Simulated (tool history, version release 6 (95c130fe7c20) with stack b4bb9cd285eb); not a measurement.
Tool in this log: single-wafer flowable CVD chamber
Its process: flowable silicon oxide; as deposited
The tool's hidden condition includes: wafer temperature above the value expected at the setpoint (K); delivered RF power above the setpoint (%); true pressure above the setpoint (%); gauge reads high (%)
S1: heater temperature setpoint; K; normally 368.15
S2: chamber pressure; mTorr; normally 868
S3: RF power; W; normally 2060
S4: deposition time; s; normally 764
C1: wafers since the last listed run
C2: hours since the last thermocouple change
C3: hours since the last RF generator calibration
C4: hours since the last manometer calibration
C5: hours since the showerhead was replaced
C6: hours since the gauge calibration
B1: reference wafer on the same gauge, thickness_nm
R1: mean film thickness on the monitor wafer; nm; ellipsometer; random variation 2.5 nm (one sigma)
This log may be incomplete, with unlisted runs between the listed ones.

run 1 hour=0 | S1=368.15 S2=868 S3=2060 S4=764 | C1=0 C2=2743.6 C3=869.7 C4=2020.1 C5=5115.5 C6=123.7 | B1=600.797 | R1=446.007
run 2 hour=9 | S1=368.15 S2=985 S3=2060 S4=764 | C1=28 C2=2752.6 C3=878.7 C4=2029.1 C5=5124.5 C6=132.7 | B1=599.858 | R1=499.561
run 3 hour=19.3 | S1=368.15 S2=985 S3=2060 S4=764 | C1=32 C2=2762.9 C3=889 C4=2039.4 C5=5134.8 C6=143 | B1=600.4 | R1=500.495
run 4 hour=31.3 | S1=368.15 S2=985 S3=2060 S4=764 | C1=38 C2=2774.9 C3=901 C4=2051.4 C5=5146.8 C6=155 | B1=599.883 | R1=497.221
run 5 hour=46.1 | S1=368.15 S2=868 S3=2060 S4=764 | C1=47 C2=2789.7 C3=915.8 C4=2066.2 C5=5161.6 C6=169.8 | B1=599.16 | R1=440.148
run 6 hour=52.7 | S1=368.15 S2=868 S3=2060 S4=764 | C1=21 C2=2796.3 C3=922.4 C4=2072.8 C5=5168.2 C6=176.4 | B1=599.596 | R1=441.067
run 7 hour=63.7 | S1=368.15 S2=868 S3=2060 S4=764 | C1=35 C2=2807.3 C3=933.4 C4=2083.8 C5=5179.2 C6=187.4 | B1=599.746 | R1=443.788
-- hour=78.9 capacitance manometer re-zeroed and calibrated
run 8 hour=79.4 | S1=368.15 S2=868 S3=1915 S4=764 | C1=24 C2=2823 C3=949.1 C4=0.5 C5=5194.9 C6=203.1 | B1=600.514 | R1=431.01
run 9 hour=92.7 | S1=368.15 S2=868 S3=2060 S4=764 | C1=42 C2=2836.3 C3=962.4 C4=13.8 C5=5208.2 C6=216.4 | B1=598.938 | R1=439.339
-- hour=112.5 RF generator calibrated
run 10 hour=113 | S1=368.15 S2=868 S3=2060 S4=764 | C1=39 C2=2856.6 C3=0.5 C4=34.1 C5=5228.5 C6=236.7 | B1=600.085 | R1=442.959
run 11 hour=136.1 | S1=374.15 S2=868 S3=2060 S4=689 | C1=73 C2=2879.7 C3=23.6 C4=57.2 C5=5251.6 C6=259.8 | B1=599.553 | R1=317.601
-- hour=149.1 showerhead replaced
run 12 hour=149.6 | S1=379.15 S2=1081 S3=2060 S4=907 | C1=17 C2=2893.2 C3=37.1 C4=70.7 C5=0.5 C6=273.3 | B1=601.418 | R1=436.282
-- hour=151.2 gauge calibrated
run 13 hour=152.3 | S1=353.15 S2=868 S3=2410 S4=764 | C1=8 C2=2895.9 C3=39.8 C4=73.4 C5=3.2 C6=1.1 | B1=600.305 | R1=787.174
-- hour=173.4 thermocouple changed; heater temperature recalibrated
run 14 hour=173.9 | S1=368.15 S2=868 S3=2290 S4=764 | C1=43 C2=0.5 C3=61.4 C4=95 C5=24.8 C6=22.7 | B1=599.72 | R1=567.997
run 15 hour=182.2 | S1=368.15 S2=868 S3=2060 S4=764 | C1=26 C2=8.8 C3=69.7 C4=103.3 C5=33.1 C6=31 | B1=601.231 | R1=552.057
run 16 hour=197.7 | S1=368.15 S2=868 S3=2060 S4=764 | C1=49 C2=24.3 C3=85.2 C4=118.8 C5=48.6 C6=46.5 | B1=600.821 | R1=549.473
run 17 hour=213.4 | S1=380.15 S2=868 S3=2060 S4=881 | C1=50 C2=40 C3=100.9 C4=134.5 C5=64.3 C6=62.2 | B1=600.063 | R1=403.27
run 18 hour=223.1 | S1=361.15 S2=743 S3=2060 S4=852 | C1=30 C2=49.7 C3=110.6 C4=144.2 C5=74 C6=71.9 | B1=600.457 | R1=677.611
run 19 hour=230.8 | S1=368.15 S2=868 S3=2060 S4=764 | C1=24 C2=57.4 C3=118.3 C4=151.9 C5=81.7 C6=79.6 | B1=601.009 | R1=549.496
run 20 hour=242.6 | S1=375.15 S2=1011 S3=1875 S4=706 | C1=37 C2=69.2 C3=130.1 C4=163.7 C5=93.5 C6=91.4 | B1=600.18 | R1=439.073
run 21 hour=251 | S1=374.15 S2=868 S3=1940 S4=764 | C1=26 C2=77.6 C3=138.5 C4=172.1 C5=101.9 C6=99.8 | B1=599.954 | R1=428.064

Below are 4 alternative next runs, each starting from the tool's condition after run 21. Predict each:
run A hour=251.6 | S1=380.15 S2=868 S3=2060 S4=764 | C1=1 C2=78.2 C3=139.1 C4=172.7 C5=102.5 C6=100.4 | B1=? | R1=?
run B hour=251.6 | S1=372.15 S2=1030 S3=2060 S4=823 | C1=1 C2=78.2 C3=139.1 C4=172.7 C5=102.5 C6=100.4 | B1=? | R1=?
run C hour=251.6 | S1=382.15 S2=735 S3=2200 S4=898 | C1=1 C2=78.2 C3=139.1 C4=172.7 C5=102.5 C6=100.4 | B1=? | R1=?
run D hour=251.6 | S1=368.15 S2=868 S3=2060 S4=703 | C1=1 C2=78.2 C3=139.1 C4=172.7 C5=102.5 C6=100.4 | B1=? | R1=?

run=A B1=599.591 R1=346.197
run=B B1=599.591 R1=596.733
run=C B1=599.591 R1=325.295
run=D B1=599.591 R1=499.301
With no hidden state in the tool, these same runs would have given:
run=A R1=356.026
run=B R1=613.945
run=C R1=334.19
run=D R1=513.677
